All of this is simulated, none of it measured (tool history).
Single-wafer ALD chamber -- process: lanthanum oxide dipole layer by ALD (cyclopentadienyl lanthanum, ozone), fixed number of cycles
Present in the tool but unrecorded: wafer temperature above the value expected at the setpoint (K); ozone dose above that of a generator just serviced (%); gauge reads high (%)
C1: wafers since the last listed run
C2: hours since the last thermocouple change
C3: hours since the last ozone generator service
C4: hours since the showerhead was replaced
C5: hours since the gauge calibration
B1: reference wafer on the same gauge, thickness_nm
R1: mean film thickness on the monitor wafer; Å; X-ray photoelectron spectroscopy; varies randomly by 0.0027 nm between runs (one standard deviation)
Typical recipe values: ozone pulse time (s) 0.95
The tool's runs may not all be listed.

run 1 day=0.000 | ozone_pulse_time_(s)=0.67 | C1=0 C2=1260.9 C3=852.0 C4=6599.5 C5=55.2 | B1=0.541 | R1=4.43
run 2 day=0.579 | ozone_pulse_time_(s)=0.67 | C1=177 C2=1274.8 C3=865.9 C4=6613.4 C5=69.1 | B1=0.541 | R1=4.36
run 3 day=1.288 | ozone_pulse_time_(s)=0.95 | C1=216 C2=1291.8 C3=882.9 C4=6630.4 C5=86.1 | B1=0.541 | R1=4.78
run 4 day=1.996 | ozone_pulse_time_(s)=0.95 | C1=216 C2=1308.8 C3=899.9 C4=6647.4 C5=103.1 | B1=0.541 | R1=4.83
run 5 day=2.504 | ozone_pulse_time_(s)=0.95 | C1=155 C2=1321.0 C3=912.1 C4=6659.6 C5=115.3 | B1=0.541 | R1=4.83
run 6 day=2.912 | ozone_pulse_time_(s)=0.95 | C1=125 C2=1330.8 C3=921.9 C4=6669.4 C5=125.1 | B1=0.541 | R1=4.79
run 7 day=3.346 | ozone_pulse_time_(s)=0.95 | C1=132 C2=1341.2 C3=932.3 C4=6679.8 C5=135.5 | B1=0.541 | R1=4.80
run 8 day=3.850 | ozone_pulse_time_(s)=0.95 | C1=154 C2=1353.3 C3=944.4 C4=6691.9 C5=147.6 | B1=0.540 | R1=4.76
run 9 day=4.154 | ozone_pulse_time_(s)=1.12 | C1=93 C2=1360.6 C3=951.7 C4=6699.2 C5=154.9 | B1=0.542 | R1=4.98
run 10 day=4.467 | ozone_pulse_time_(s)=1.12 | C1=95 C2=1368.1 C3=959.2 C4=6706.7 C5=162.4 | B1=0.541 | R1=5.00
run 11 day=4.933 | ozone_pulse_time_(s)=0.95 | C1=142 C2=1379.3 C3=970.4 C4=6717.9 C5=173.6 | B1=0.541 | R1=4.76
run 12 day=5.404 | ozone_pulse_time_(s)=0.95 | C1=144 C2=1390.6 C3=981.7 C4=6729.2 C5=184.9 | B1=0.542 | R1=4.79
run 13 day=5.912 | ozone_pulse_time_(s)=0.95 | C1=155 C2=1402.8 C3=993.9 C4=6741.4 C5=197.1 | B1=0.541 | R1=4.80
-- day=6.250 thermocouple changed; heater temperature recalibrated
run 14 day=6.383 | ozone_pulse_time_(s)=0.95 | C1=42 C2=3.2 C3=1005.2 C4=6752.7 C5=208.4 | B1=0.541 | R1=4.74
run 15 day=6.842 | ozone_pulse_time_(s)=0.95 | C1=140 C2=14.2 C3=1016.2 C4=6763.7 C5=219.4 | B1=0.541 | R1=4.68
run 16 day=7.275 | ozone_pulse_time_(s)=0.82 | C1=132 C2=24.6 C3=1026.6 C4=6774.1 C5=229.8 | B1=0.541 | R1=4.55
-- day=7.633 gauge calibrated
run 17 day=7.817 | ozone_pulse_time_(s)=0.83 | C1=165 C2=37.6 C3=1039.6 C4=6787.1 C5=4.4 | B1=0.542 | R1=4.58
run 18 day=9.879 | ozone_pulse_time_(s)=0.95 | C1=631 C2=87.1 C3=1089.1 C4=6836.6 C5=53.9 | B1=0.541 | R1=4.68
run 19 day=10.212 | ozone_pulse_time_(s)=1.30 | C1=102 C2=95.1 C3=1097.1 C4=6844.6 C5=61.9 | B1=0.543 | R1=5.07
run 20 day=10.800 | ozone_pulse_time_(s)=0.95 | C1=179 C2=109.2 C3=1111.2 C4=6858.7 C5=76.0 | B1=0.541 | R1=4.67
run 21 day=11.350 | ozone_pulse_time_(s)=0.95 | C1=168 C2=122.4 C3=1124.4 C4=6871.9 C5=89.2 | B1=0.542 | R1=4.66
run 22 day=11.988 | ozone_pulse_time_(s)=1.33 | C1=195 C2=137.7 C3=1139.7 C4=6887.2 C5=104.5 | B1=0.541 | R1=5.08
run 23 day=12.646 | ozone_pulse_time_(s)=1.16 | C1=201 C2=153.5 C3=1155.5 C4=6903.0 C5=120.3 | B1=0.541 | R1=4.86
run 24 day=13.075 | ozone_pulse_time_(s)=1.17 | C1=131 C2=163.8 C3=1165.8 C4=6913.3 C5=130.6 | B1=0.541 | R1=4.87
-- day=13.883 showerhead replaced
run 25 day=13.904 | ozone_pulse_time_(s)=0.61 | C1=151 C2=183.7 C3=1185.7 C4=0.5 C5=150.5 | B1=0.541 | R1=4.01
-- day=14.429 ozone generator serviced
run 26 day=14.479 | ozone_pulse_time_(s)=0.95 | C1=74 C2=197.5 C3=1.2 C4=14.3 C5=164.3 | B1=0.540 | R1=5.06
run 27 day=15.054 | ozone_pulse_time_(s)=1.12 | C1=176 C2=211.3 C3=15.0 C4=28.1 C5=178.1 | B1=0.540 | R1=5.25
run 28 day=16.721 | ozone_pulse_time_(s)=1.14 | C1=510 C2=251.3 C3=55.0 C4=68.1 C5=218.1 | B1=0.542 | R1=5.26
run 29 day=17.162 | ozone_pulse_time_(s)=1.31 | C1=135 C2=261.9 C3=65.6 C4=78.7 C5=228.7 | B1=0.541 | R1=5.41
run 30 day=17.608 | ozone_pulse_time_(s)=0.77 | C1=136 C2=272.6 C3=76.3 C4=89.4 C5=239.4 | B1=0.541 | R1=4.84
-- day=17.858 gauge calibrated
run 31 day=18.062 | ozone_pulse_time_(s)=0.95 | C1=139 C2=283.5 C3=87.2 C4=100.3 C5=4.9 | B1=0.541 | R1=5.08

Some steps in R1, run to run, broken into two amounts with sign: the step expected even without the hidden condition (settings, incoming material, random variation), and the rest, left for the hidden condition together with whatever gauge scatter is not in both the measured and the hidden-condition-free result:
Run 19 -> 20: ozone pulse time (s) 1.30 -> 0.95. R1 -0.40 Å: hidden state -0.09, all else -0.31.
Run 24 -> 25: ozone pulse time (s) 1.17 -> 0.61, showerhead replaced. R1 -0.86 Å: hidden state -0.13, all else -0.73.
Run 25 -> 26: ozone pulse time (s) 0.61 -> 0.95, ozone generator serviced. R1 +1.05 Å: hidden state +0.53, all else +0.52.
Run 29 -> 30: ozone pulse time (s) 1.31 -> 0.77. R1 -0.57 Å: hidden state +0.00, all else -0.57.

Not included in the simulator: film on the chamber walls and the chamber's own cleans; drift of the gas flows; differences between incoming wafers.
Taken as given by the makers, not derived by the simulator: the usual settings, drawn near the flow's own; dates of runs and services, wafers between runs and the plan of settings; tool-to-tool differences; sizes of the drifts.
